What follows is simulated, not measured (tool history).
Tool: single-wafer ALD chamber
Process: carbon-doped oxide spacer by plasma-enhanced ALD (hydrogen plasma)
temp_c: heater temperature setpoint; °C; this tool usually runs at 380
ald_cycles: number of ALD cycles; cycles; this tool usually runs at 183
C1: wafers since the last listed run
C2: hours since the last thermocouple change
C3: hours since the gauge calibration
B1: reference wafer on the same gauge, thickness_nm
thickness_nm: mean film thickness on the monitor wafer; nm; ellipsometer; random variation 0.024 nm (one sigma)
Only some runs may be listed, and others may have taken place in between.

Run 1, day 0.000: usual settings but ald_cycles 208 cycles; C1 0; C2 565.9; C3 1800.3; B1 10.485. Result: thickness_nm 10.902 nm.
Run 2, day 4.258: usual settings but ald_cycles 208 cycles; C1 145; C2 668.1; C3 1902.5; B1 10.477. Result: thickness_nm 10.840 nm.
Run 3, day 6.496: usual settings but ald_cycles 208 cycles; C1 76; C2 721.8; C3 1956.2; B1 10.473. Result: thickness_nm 10.822 nm.
Run 4, day 9.908: usual settings; C1 116; C2 803.7; C3 2038.1; B1 10.470. Result: thickness_nm 9.578 nm.
Run 5, day 14.375: usual settings; C1 152; C2 910.9; C3 2145.3; B1 10.465. Result: thickness_nm 9.536 nm.
Run 6, day 17.392: usual settings; C1 102; C2 983.3; C3 2217.7; B1 10.459. Result: thickness_nm 9.555 nm.
Run 7, day 19.925: usual settings but ald_cycles 199 cycles; C1 86; C2 1044.1; C3 2278.5; B1 10.451. Result: thickness_nm 10.388 nm.
Run 8, day 23.350: usual settings but ald_cycles 199 cycles; C1 116; C2 1126.3; C3 2360.7; B1 10.450. Result: thickness_nm 10.371 nm.
Run 9, day 26.662: usual settings; C1 112; C2 1205.8; C3 2440.2; B1 10.446. Result: thickness_nm 9.552 nm.
Run 10, day 30.633: usual settings; C1 135; C2 1301.1; C3 2535.5; B1 10.444. Result: thickness_nm 9.540 nm.
Run 11, day 34.717: usual settings; C1 139; C2 1399.1; C3 2633.5; B1 10.437. Result: thickness_nm 9.547 nm.
Run 12, day 38.892: usual settings but ald_cycles 162 cycles; C1 142; C2 1499.3; C3 2733.7; B1 10.435. Result: thickness_nm 8.425 nm.
At day 39.250: gauge calibrated.
Run 13, day 42.271: usual settings but ald_cycles 162 cycles; C1 115; C2 1580.4; C3 72.5; B1 10.625. Result: thickness_nm 8.564 nm.
Run 14, day 45.308: usual settings but temp_c 375 °C; C1 103; C2 1653.3; C3 145.4; B1 10.613. Result: thickness_nm 9.694 nm.
Run 15, day 48.858: usual settings but temp_c 375 °C; C1 121; C2 1738.5; C3 230.6; B1 10.615. Result: thickness_nm 9.678 nm.
Run 16, day 62.262: usual settings but temp_c 371 °C, ald_cycles 208 cycles; C1 457; C2 2060.2; C3 552.3; B1 10.602. Result: thickness_nm 11.011 nm.
Run 17, day 65.758: usual settings but temp_c 390 °C; C1 119; C2 2144.1; C3 636.2; B1 10.587. Result: thickness_nm 9.662 nm.
Run 18, day 69.225: usual settings; C1 118; C2 2227.3; C3 719.4; B1 10.585. Result: thickness_nm 9.643 nm.
Run 19, day 71.492: usual settings but temp_c 368 °C, ald_cycles 196 cycles; C1 77; C2 2281.7; C3 773.8; B1 10.584. Result: thickness_nm 10.325 nm.
At day 72.038: thermocouple changed; heater temperature recalibrated.
Run 20, day 73.571: usual settings but temp_c 373 °C; C1 59; C2 36.8; C3 823.7; B1 10.575. Result: thickness_nm 9.627 nm.
Run 21, day 76.662: usual settings but temp_c 389 °C, ald_cycles 214 cycles; C1 105; C2 111.0; C3 897.9; B1 10.575. Result: thickness_nm 11.271 nm.
Run 22, day 79.288: usual settings but temp_c 392 °C, ald_cycles 164 cycles; C1 89; C2 174.0; C3 960.9; B1 10.574. Result: thickness_nm 8.667 nm.
Run 23, day 81.433: usual settings; C1 73; C2 225.5; C3 1012.4; B1 10.562. Result: thickness_nm 9.647 nm.
Run 24, day 83.879: usual settings but temp_c 371 °C, ald_cycles 200 cycles; C1 83; C2 284.2; C3 1071.1; B1 10.557. Result: thickness_nm 10.509 nm.
Run 25, day 85.692: usual settings but temp_c 393 °C, ald_cycles 165 cycles; C1 61; C2 327.7; C3 1114.6; B1 10.564. Result: thickness_nm 8.704 nm.
Run 26, day 89.408: usual settings but temp_c 366 °C; C1 126; C2 416.9; C3 1203.8; B1 10.560. Result: thickness_nm 9.599 nm.
Run 27, day 92.438: usual settings but temp_c 392 °C, ald_cycles 205 cycles; C1 103; C2 489.6; C3 1276.5; B1 10.549. Result: thickness_nm 10.818 nm.
Run 28, day 95.521: usual settings; C1 105; C2 563.6; C3 1350.5; B1 10.541. Result: thickness_nm 9.664 nm.
Run 29, day 98.946: usual settings but temp_c 388 °C; C1 116; C2 645.8; C3 1432.7; B1 10.546. Result: thickness_nm 9.592 nm.
Run 30, day 102.654: usual settings but temp_c 387 °C, ald_cycles 153 cycles; C1 126; C2 734.8; C3 1521.7; B1 10.535. Result: thickness_nm 8.022 nm.
Run 31, day 106.875: usual settings but temp_c 370 °C, ald_cycles 148 cycles; C1 143; C2 836.1; C3 1623.0; B1 10.535. Result: thickness_nm 7.776 nm.

Here are 3 independent what-if runs from the current tool condition. What would each one return?
Run A, day 106.904: usual settings but ald_cycles 216 cycles; C1 0; C2 836.8; C3 1623.7; B1 ?. Result: thickness_nm ?.
Run B, day 106.904: usual settings but temp_c 376 °C, ald_cycles 205 cycles; C1 0; C2 836.8; C3 1623.7; B1 ?. Result: thickness_nm ?.
Run C, day 106.904: usual settings but ald_cycles 168 cycles; C1 0; C2 836.8; C3 1623.7; B1 ?. Result: thickness_nm ?.

run      B1  thickness_nm
  A  10.526        11.322
  B  10.526        10.745
  C  10.526         8.806
Had the tool no hidden state, the same runs would have come out as:
run  thickness_nm
  A        11.417
  B        10.836
  C         8.880

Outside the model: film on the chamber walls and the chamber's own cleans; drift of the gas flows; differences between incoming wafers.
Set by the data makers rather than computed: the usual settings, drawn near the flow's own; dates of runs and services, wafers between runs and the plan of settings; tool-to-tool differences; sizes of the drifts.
